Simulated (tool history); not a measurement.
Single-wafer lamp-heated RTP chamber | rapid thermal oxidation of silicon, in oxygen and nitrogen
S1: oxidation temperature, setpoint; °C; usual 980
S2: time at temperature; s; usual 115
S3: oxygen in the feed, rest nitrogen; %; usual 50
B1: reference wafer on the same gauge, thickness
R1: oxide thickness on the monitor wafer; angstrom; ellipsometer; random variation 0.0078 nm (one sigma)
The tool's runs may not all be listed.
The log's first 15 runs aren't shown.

{"run": 16, "day": 9.783, "S1": 980, "S2": 77, "S3": 34, "B1": 4.141, "R1": 38.95}
{"run": 17, "day": 10.346, "S1": 980, "S2": 115, "S3": 50, "B1": 4.141, "R1": 52.21}
{"run": 18, "day": 10.762, "S1": 971, "S2": 80, "S3": 34, "B1": 4.139, "R1": 37.29}
{"run": 19, "day": 11.4, "S1": 980, "S2": 84, "S3": 50, "B1": 4.142, "R1": 45.66}
{"run": 20, "day": 11.95, "S1": 1004, "S2": 58, "S3": 22, "B1": 4.142, "R1": 35.78}
{"run": 21, "day": 12.496, "S1": 980, "S2": 115, "S3": 28, "B1": 4.142, "R1": 43.09}
{"run": 22, "day": 13.033, "S1": 980, "S2": 115, "S3": 50, "B1": 4.139, "R1": 52.36}
{"run": 23, "day": 13.471, "S1": 996, "S2": 115, "S3": 30, "B1": 4.14, "R1": 49.31}
{"run": 24, "day": 14.146, "S1": 980, "S2": 115, "S3": 75, "B1": 4.141, "R1": 60.31}
{"run": 25, "day": 14.892, "S1": 980, "S2": 115, "S3": 62, "B1": 4.141, "R1": 56.26}
{"run": 26, "day": 15.371, "S1": 993, "S2": 115, "S3": 66, "B1": 4.14, "R1": 63.37}
{"day": 16.025, "done": "pyrometer window cleaned and pyrometer calibrated"}
{"run": 27, "day": 16.046, "S1": 995, "S2": 155, "S3": 70, "B1": 4.138, "R1": 74.41}
{"run": 28, "day": 16.233, "S1": 1009, "S2": 115, "S3": 50, "B1": 4.14, "R1": 63.91}
{"run": 29, "day": 16.842, "S1": 1006, "S2": 134, "S3": 40, "B1": 4.141, "R1": 61.91}
{"run": 30, "day": 17.271, "S1": 997, "S2": 98, "S3": 73, "B1": 4.138, "R1": 62.16}
{"run": 31, "day": 18.338, "S1": 980, "S2": 115, "S3": 31, "B1": 4.141, "R1": 44.28}
{"run": 32, "day": 19.079, "S1": 980, "S2": 145, "S3": 50, "B1": 4.139, "R1": 57.27}
{"run": 33, "day": 19.554, "S1": 953, "S2": 169, "S3": 50, "B1": 4.143, "R1": 49.95}
{"run": 34, "day": 20.033, "S1": 957, "S2": 74, "S3": 63, "B1": 4.139, "R1": 39.27}
{"run": 35, "day": 20.717, "S1": 980, "S2": 115, "S3": 50, "B1": 4.143, "R1": 51.84}
{"run": 36, "day": 21.017, "S1": 970, "S2": 145, "S3": 50, "B1": 4.139, "R1": 53.02}
{"run": 37, "day": 21.338, "S1": 980, "S2": 115, "S3": 50, "B1": 4.141, "R1": 51.76}
{"run": 38, "day": 21.642, "S1": 980, "S2": 115, "S3": 50, "B1": 4.14, "R1": 51.66}

Forecast each of these 4 alternatives for the next run:
{"run": "A", "day": 21.658, "S1": 980, "S2": 115, "S3": 26, "B1": "?", "R1": "?"}
{"run": "B", "day": 21.658, "S1": 950, "S2": 72, "S3": 50, "B1": "?", "R1": "?"}
{"run": "C", "day": 21.658, "S1": 1006, "S2": 115, "S3": 36, "B1": "?", "R1": "?"}
{"run": "D", "day": 21.658, "S1": 998, "S2": 166, "S3": 61, "B1": "?", "R1": "?"}

run=A B1=4.139 R1=41.84
run=B B1=4.139 R1=34.75
run=C B1=4.139 R1=55.74
run=D B1=4.139 R1=74.65
Without the tool's hidden state the same runs would have given:
run=A R1=41.79
run=B R1=34.71
run=C R1=55.67
run=D R1=74.56

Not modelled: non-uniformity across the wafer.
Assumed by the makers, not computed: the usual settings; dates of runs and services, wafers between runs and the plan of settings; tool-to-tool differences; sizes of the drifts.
